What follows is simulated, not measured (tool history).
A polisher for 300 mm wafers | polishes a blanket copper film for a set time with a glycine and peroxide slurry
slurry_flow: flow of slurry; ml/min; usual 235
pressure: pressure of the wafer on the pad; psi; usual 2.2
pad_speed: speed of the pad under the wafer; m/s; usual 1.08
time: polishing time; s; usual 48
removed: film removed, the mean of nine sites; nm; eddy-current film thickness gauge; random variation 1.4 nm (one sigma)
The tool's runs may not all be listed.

run,hour,slurry_flow,pressure,pad_speed,time,"incoming thickness of the incoming film, nm",removed
1,0,235,2.2,1.08,48,2192.3,229.9
2,27.9,235,2.2,1.08,48,2217.3,232.9
3,58.6,235,2.2,1.08,48,2190.6,230.5
4,79.7,185,2.2,1.08,48,2166,224.4
5,92.2,235,2.2,1.08,48,2170.7,229.2
6,106.7,235,2.2,1.08,48,2190.8,229.6
7,125.4,285,2,1.08,48,2208.7,219.5
8,145.6,235,2.2,1.08,44,2185.6,212.1
9,160.4,235,2.2,1.08,44,2205.7,214.5
# hour 184.8: worn pad replaced by a new one
10,195.5,235,2.2,1.08,48,2140.8,231.1
# hour 210.4: slurry nozzle cleaned
11,226.8,235,2.2,1.08,48,2175,230.4
# hour 255.3: head pressure recalibrated
12,260.4,235,2.2,1.08,48,2197.2,229.4
13,287.2,235,2.2,1.08,48,2186.8,230.7
14,300.4,235,2.2,1.08,48,2191.3,230
15,332.1,235,2.5,1.08,48,2218.5,256.1
16,357.9,235,1.8,1.08,48,2170.8,197.4
17,372.8,265,1.4,1.08,58,2223.7,201.3
18,389.5,175,2.8,1.08,59,2202.2,330.8
# hour 397.2: worn pad replaced by a new one
19,408.9,235,2.2,0.92,48,2184.2,212
20,437,235,2.9,0.92,48,2185.3,265.2
21,449.3,235,2.5,1.08,42,2187.4,223.6
22,475.9,235,2.2,1.08,48,2206.5,231.4
23,494.2,235,2.2,1.08,48,2160,231.1
24,507.7,235,2.2,1.08,48,2148.7,230.5
25,534.9,235,2.2,1.2,57,2180.8,290.1
26,551,300,2.8,0.92,39,2177.3,212.8
27,584.7,235,2.2,1.36,39,2183.4,212.3
28,596.8,235,2.2,1.08,48,2209.1,232.8
# hour 624.7: worn pad replaced by a new one
29,625.2,260,2.5,0.78,59,2208.1,267.6

5 ways to go on from here, each from the tool as it stands after run 29. What would each give?
A,625.6,235,1.7,1.08,48,2216.5,?
B,625.6,235,2.2,1.24,48,2216.5,?
C,625.6,305,1.9,1.08,34,2216.5,?
D,625.6,235,2.2,0.88,48,2216.5,?
E,625.6,235,2.4,1.08,48,2216.5,?

run,removed
A,190.7
B,252.2
C,150.7
D,209.2
E,250
Without the tool's hidden state the same runs would have given:
run,removed
A,190.7
B,252.2
C,150.7
D,209.2
E,250
